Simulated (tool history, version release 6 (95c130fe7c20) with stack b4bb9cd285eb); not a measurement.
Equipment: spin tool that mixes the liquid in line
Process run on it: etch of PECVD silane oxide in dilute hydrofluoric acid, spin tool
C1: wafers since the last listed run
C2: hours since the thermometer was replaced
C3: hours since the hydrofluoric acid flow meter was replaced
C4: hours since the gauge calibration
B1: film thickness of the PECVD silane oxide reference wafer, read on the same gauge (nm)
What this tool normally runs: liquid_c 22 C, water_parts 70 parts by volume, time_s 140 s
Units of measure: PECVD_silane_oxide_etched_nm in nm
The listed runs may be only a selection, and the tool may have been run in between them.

{"run": 1, "hour": 0.0, "liquid_c": 22, "water_parts": 90, "time_s": 140, "C1": 0, "C2": 1548.5, "C3": 1249.3, "C4": 215.1, "B1": 140.03, "PECVD_silane_oxide_etched_nm": 34.34}
{"run": 2, "hour": 13.4, "liquid_c": 22, "water_parts": 70, "time_s": 140, "C1": 123, "C2": 1561.9, "C3": 1262.7, "C4": 228.5, "B1": 140.02, "PECVD_silane_oxide_etched_nm": 45.12}
{"run": 3, "hour": 28.2, "liquid_c": 22, "water_parts": 70, "time_s": 140, "C1": 136, "C2": 1576.7, "C3": 1277.5, "C4": 243.3, "B1": 140.03, "PECVD_silane_oxide_etched_nm": 45.24}
{"run": 4, "hour": 45.9, "liquid_c": 22, "water_parts": 70, "time_s": 140, "C1": 162, "C2": 1594.4, "C3": 1295.2, "C4": 261, "B1": 139.99, "PECVD_silane_oxide_etched_nm": 45.59}
{"run": 5, "hour": 70.4, "liquid_c": 18.5, "water_parts": 70, "time_s": 170, "C1": 225, "C2": 1618.9, "C3": 1319.7, "C4": 285.5, "B1": 140.02, "PECVD_silane_oxide_etched_nm": 47.64}
{"run": 6, "hour": 102.6, "liquid_c": 22, "water_parts": 70, "time_s": 140, "C1": 296, "C2": 1651.1, "C3": 1351.9, "C4": 317.7, "B1": 140.05, "PECVD_silane_oxide_etched_nm": 45.35}
{"run": 7, "hour": 128.9, "liquid_c": 24.5, "water_parts": 70, "time_s": 140, "C1": 242, "C2": 1677.4, "C3": 1378.2, "C4": 344, "B1": 139.99, "PECVD_silane_oxide_etched_nm": 50.22}
{"hour": 132.7, "done": "hydrofluoric acid flow meter replaced"}
{"run": 8, "hour": 154.9, "liquid_c": 22, "water_parts": 70, "time_s": 140, "C1": 230, "C2": 1703.4, "C3": 22.2, "C4": 370, "B1": 140.01, "PECVD_silane_oxide_etched_nm": 45.43}
{"run": 9, "hour": 178.8, "liquid_c": 22, "water_parts": 70, "time_s": 140, "C1": 219, "C2": 1727.3, "C3": 46.1, "C4": 393.9, "B1": 140.02, "PECVD_silane_oxide_etched_nm": 45.63}
{"run": 10, "hour": 194.0, "liquid_c": 22, "water_parts": 80, "time_s": 140, "C1": 139, "C2": 1742.5, "C3": 61.3, "C4": 409.1, "B1": 139.99, "PECVD_silane_oxide_etched_nm": 39.24}
{"run": 11, "hour": 281.6, "liquid_c": 22, "water_parts": 80, "time_s": 140, "C1": 806, "C2": 1830.1, "C3": 148.9, "C4": 496.7, "B1": 140.01, "PECVD_silane_oxide_etched_nm": 39.33}
{"run": 12, "hour": 312.6, "liquid_c": 22, "water_parts": 80, "time_s": 140, "C1": 285, "C2": 1861.1, "C3": 179.9, "C4": 527.7, "B1": 140, "PECVD_silane_oxide_etched_nm": 39.48}
{"run": 13, "hour": 330.9, "liquid_c": 20, "water_parts": 70, "time_s": 190, "C1": 168, "C2": 1879.4, "C3": 198.2, "C4": 546, "B1": 140.03, "PECVD_silane_oxide_etched_nm": 57.2}
{"hour": 352.0, "done": "thermometer replaced"}
{"run": 14, "hour": 353.7, "liquid_c": 22, "water_parts": 45, "time_s": 140, "C1": 200, "C2": 1.7, "C3": 221, "C4": 568.8, "B1": 140.01, "PECVD_silane_oxide_etched_nm": 68.86}
{"run": 15, "hour": 385.0, "liquid_c": 22, "water_parts": 40, "time_s": 75, "C1": 288, "C2": 33, "C3": 252.3, "C4": 600.1, "B1": 140, "PECVD_silane_oxide_etched_nm": 41.73}
{"run": 16, "hour": 403.3, "liquid_c": 22, "water_parts": 70, "time_s": 215, "C1": 168, "C2": 51.3, "C3": 270.6, "C4": 618.4, "B1": 139.99, "PECVD_silane_oxide_etched_nm": 65.71}
{"run": 17, "hour": 423.9, "liquid_c": 22, "water_parts": 70, "time_s": 140, "C1": 189, "C2": 71.9, "C3": 291.2, "C4": 639, "B1": 140.05, "PECVD_silane_oxide_etched_nm": 42.93}
{"run": 18, "hour": 455.1, "liquid_c": 24, "water_parts": 35, "time_s": 80, "C1": 287, "C2": 103.1, "C3": 322.4, "C4": 670.2, "B1": 139.99, "PECVD_silane_oxide_etched_nm": 55.6}
{"run": 19, "hour": 477.6, "liquid_c": 22, "water_parts": 40, "time_s": 140, "C1": 207, "C2": 125.6, "C3": 344.9, "C4": 692.7, "B1": 140.01, "PECVD_silane_oxide_etched_nm": 77.86}
{"hour": 488.7, "done": "gauge calibrated"}
{"run": 20, "hour": 507.4, "liquid_c": 22, "water_parts": 70, "time_s": 140, "C1": 274, "C2": 155.4, "C3": 374.7, "C4": 18.7, "B1": 140.03, "PECVD_silane_oxide_etched_nm": 42.75}
{"run": 21, "hour": 522.0, "liquid_c": 24.5, "water_parts": 70, "time_s": 205, "C1": 134, "C2": 170, "C3": 389.3, "C4": 33.3, "B1": 139.99, "PECVD_silane_oxide_etched_nm": 69.97}
{"run": 22, "hour": 550.7, "liquid_c": 22, "water_parts": 70, "time_s": 190, "C1": 264, "C2": 198.7, "C3": 418, "C4": 62, "B1": 140.01, "PECVD_silane_oxide_etched_nm": 58.62}
{"run": 23, "hour": 573.6, "liquid_c": 27, "water_parts": 70, "time_s": 140, "C1": 210, "C2": 221.6, "C3": 440.9, "C4": 84.9, "B1": 139.97, "PECVD_silane_oxide_etched_nm": 52.38}
{"run": 24, "hour": 587.8, "liquid_c": 25.5, "water_parts": 35, "time_s": 140, "C1": 130, "C2": 235.8, "C3": 455.1, "C4": 99.1, "B1": 140.02, "PECVD_silane_oxide_etched_nm": 103.5}
{"run": 25, "hour": 614.8, "liquid_c": 22, "water_parts": 70, "time_s": 140, "C1": 248, "C2": 262.8, "C3": 482.1, "C4": 126.1, "B1": 140.01, "PECVD_silane_oxide_etched_nm": 43.03}
{"run": 26, "hour": 642.2, "liquid_c": 25.5, "water_parts": 70, "time_s": 140, "C1": 252, "C2": 290.2, "C3": 509.5, "C4": 153.5, "B1": 140.03, "PECVD_silane_oxide_etched_nm": 49.48}
{"run": 27, "hour": 673.9, "liquid_c": 22, "water_parts": 70, "time_s": 95, "C1": 291, "C2": 321.9, "C3": 541.2, "C4": 185.2, "B1": 140.01, "PECVD_silane_oxide_etched_nm": 29.22}
{"run": 28, "hour": 689.6, "liquid_c": 22, "water_parts": 70, "time_s": 180, "C1": 144, "C2": 337.6, "C3": 556.9, "C4": 200.9, "B1": 140.02, "PECVD_silane_oxide_etched_nm": 55.81}
{"run": 29, "hour": 717.5, "liquid_c": 20, "water_parts": 85, "time_s": 140, "C1": 256, "C2": 365.5, "C3": 584.8, "C4": 228.8, "B1": 139.97, "PECVD_silane_oxide_etched_nm": 32.13}
{"run": 30, "hour": 744.8, "liquid_c": 22, "water_parts": 100, "time_s": 140, "C1": 251, "C2": 392.8, "C3": 612.1, "C4": 256.1, "B1": 140.03, "PECVD_silane_oxide_etched_nm": 29.17}
{"run": 31, "hour": 764.1, "liquid_c": 25.5, "water_parts": 40, "time_s": 110, "C1": 177, "C2": 412.1, "C3": 631.4, "C4": 275.4, "B1": 140, "PECVD_silane_oxide_etched_nm": 71.28}
{"run": 32, "hour": 788.1, "liquid_c": 22, "water_parts": 70, "time_s": 140, "C1": 220, "C2": 436.1, "C3": 655.4, "C4": 299.4, "B1": 140, "PECVD_silane_oxide_etched_nm": 43.12}
{"run": 33, "hour": 810.3, "liquid_c": 22, "water_parts": 70, "time_s": 140, "C1": 204, "C2": 458.3, "C3": 677.6, "C4": 321.6, "B1": 140.01, "PECVD_silane_oxide_etched_nm": 43.33}

4 options for the next run, each taken on its own from the tool as it stands now. Forecast them:
{"run": "A", "hour": 810.8, "liquid_c": 22, "water_parts": 70, "time_s": 140, "C1": 4, "C2": 458.8, "C3": 678.1, "C4": 322.1, "B1": "?", "PECVD_silane_oxide_etched_nm": "?"}
{"run": "B", "hour": 810.8, "liquid_c": 20.5, "water_parts": 85, "time_s": 140, "C1": 4, "C2": 458.8, "C3": 678.1, "C4": 322.1, "B1": "?", "PECVD_silane_oxide_etched_nm": "?"}
{"run": "C", "hour": 810.8, "liquid_c": 26, "water_parts": 70, "time_s": 170, "C1": 4, "C2": 458.8, "C3": 678.1, "C4": 322.1, "B1": "?", "PECVD_silane_oxide_etched_nm": "?"}
{"run": "D", "hour": 810.8, "liquid_c": 18, "water_parts": 55, "time_s": 90, "C1": 4, "C2": 458.8, "C3": 678.1, "C4": 322.1, "B1": "?", "PECVD_silane_oxide_etched_nm": "?"}

run=A B1=140.01 PECVD_silane_oxide_etched_nm=43.41
run=B B1=140.01 PECVD_silane_oxide_etched_nm=33.01
run=C B1=140.01 PECVD_silane_oxide_etched_nm=61.95
run=D B1=140.01 PECVD_silane_oxide_etched_nm=30.57
With the hidden condition removed and each run's random variation left untouched, the same runs would have given:
run=A PECVD_silane_oxide_etched_nm=42.61
run=B PECVD_silane_oxide_etched_nm=32.4
run=C PECVD_silane_oxide_etched_nm=60.85
run=D PECVD_silane_oxide_etched_nm=29.99
